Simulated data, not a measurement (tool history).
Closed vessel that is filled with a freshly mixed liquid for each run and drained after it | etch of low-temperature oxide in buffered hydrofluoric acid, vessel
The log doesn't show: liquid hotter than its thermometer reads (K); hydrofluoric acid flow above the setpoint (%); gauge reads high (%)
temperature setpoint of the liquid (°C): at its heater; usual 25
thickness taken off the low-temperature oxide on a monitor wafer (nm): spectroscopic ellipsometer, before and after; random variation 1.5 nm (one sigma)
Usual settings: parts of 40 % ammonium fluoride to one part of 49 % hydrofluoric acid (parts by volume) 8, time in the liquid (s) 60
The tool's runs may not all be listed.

run,hour,temperature setpoint of the liquid (°C),parts of 40 % ammonium fluoride to one part of 49 % hydrofluoric acid (parts by volume),time in the liquid (s),wafers since the last listed run,hours since the thermometer was replaced,hours since the hydrofluoric acid flow meter was replaced,hours since the gauge calibration,"read-back film thickness of the low-temperature oxide reference wafer, read on the same gauge (nm)",thickness taken off the low-temperature oxide on a monitor wafer (nm)
1,0,25,9.5,60,0,725.1,514.8,635.7,39.99,178.23
2,17.2,25,8,60,1808,742.3,532,652.9,39.98,210.82
# hour 32.1: thermometer replaced
3,52.5,25,8,60,3606,20.4,567.3,688.2,40,209.29
4,86.2,25,8,60,3543,54.1,601,721.9,40.04,206.88
# hour 105.4: gauge calibrated
5,117.2,28.5,8,60,3259,85.1,632,11.8,39.99,251.43
# hour 147.4: hydrofluoric acid flow meter replaced
6,216.7,28.5,8,60,10357,184.6,69.3,111.3,39.99,253.22
7,229.3,28.5,8,60,1324,197.2,81.9,123.9,39.96,253.98
8,245.3,25,8,60,1682,213.2,97.9,139.9,40.02,210.61
9,262.9,25,8,60,1850,230.8,115.5,157.5,40.03,210.42
10,276.4,25,8,60,1419,244.3,129,171,39.99,209.06
11,294.2,25,9.5,45,1871,262.1,146.8,188.8,39.99,134.15
12,309,25,8,60,1556,276.9,161.6,203.6,39.99,207.08
13,338.3,25,8,80,3080,306.2,190.9,232.9,39.99,278.57
14,351,25,8,60,1335,318.9,203.6,245.6,40,210.57
15,375.8,22.5,8,60,2607,343.7,228.4,270.4,39.99,183.32
16,411.3,25,5.5,60,3732,379.2,263.9,305.9,40.03,292.66
17,444.6,27.5,9,35,3501,412.5,297.2,339.2,40.03,124.04
18,466.9,23,9.5,95,2344,434.8,319.5,361.5,40.01,252.68
19,482.1,27,9.5,30,1598,450,334.7,376.7,40.03,98.26
20,498,25,6.5,60,1671,465.9,350.6,392.6,39.98,259.74
21,511.4,22.5,6.5,30,1409,479.3,364,406,40.01,112.06
22,539.1,25,8,60,2912,507,391.7,433.7,40,207.45
23,551.4,25,8,60,1293,519.3,404,446,39.98,207.39
24,590.8,25,8,30,4142,558.7,443.4,485.4,39.99,103.82
25,621.5,25,8,95,3228,589.4,474.1,516.1,39.98,327.52
# hour 662: thermometer replaced
26,662.7,25,8,60,4227,0.7,515.3,557.3,40.01,209.71
27,694.9,25,8,35,3385,32.9,547.5,589.5,40,121.68
28,716.6,28.5,8,60,2281,54.6,569.2,611.2,39.99,249.76
29,738.6,22.5,10,85,2313,76.6,591.2,633.2,39.97,211.21
30,758.8,26.5,8,40,2124,96.8,611.4,653.4,39.97,151.97
31,787.1,29.5,7,85,2975,125.1,639.7,681.7,39.98,439.03
32,820.7,25,11,90,3533,158.7,673.3,715.3,39.95,237.47
33,833.6,23.5,10.5,30,1356,171.6,686.2,728.2,40.06,75.2

Hidden state at the last listed run before each entry between runs and at the first one after, where it differs:
Between runs 2 and 3: thermometer replaced (hour 32.1)
  no hidden state differs between the two runs
Between runs 4 and 5: gauge calibrated (hour 105.4)
  no hidden state differs between the two runs
Between runs 5 and 6: hydrofluoric acid flow meter replaced (hour 147.4)
  no hidden state differs between the two runs
Between runs 25 and 26: thermometer replaced (hour 662)
  no hidden state differs between the two runs

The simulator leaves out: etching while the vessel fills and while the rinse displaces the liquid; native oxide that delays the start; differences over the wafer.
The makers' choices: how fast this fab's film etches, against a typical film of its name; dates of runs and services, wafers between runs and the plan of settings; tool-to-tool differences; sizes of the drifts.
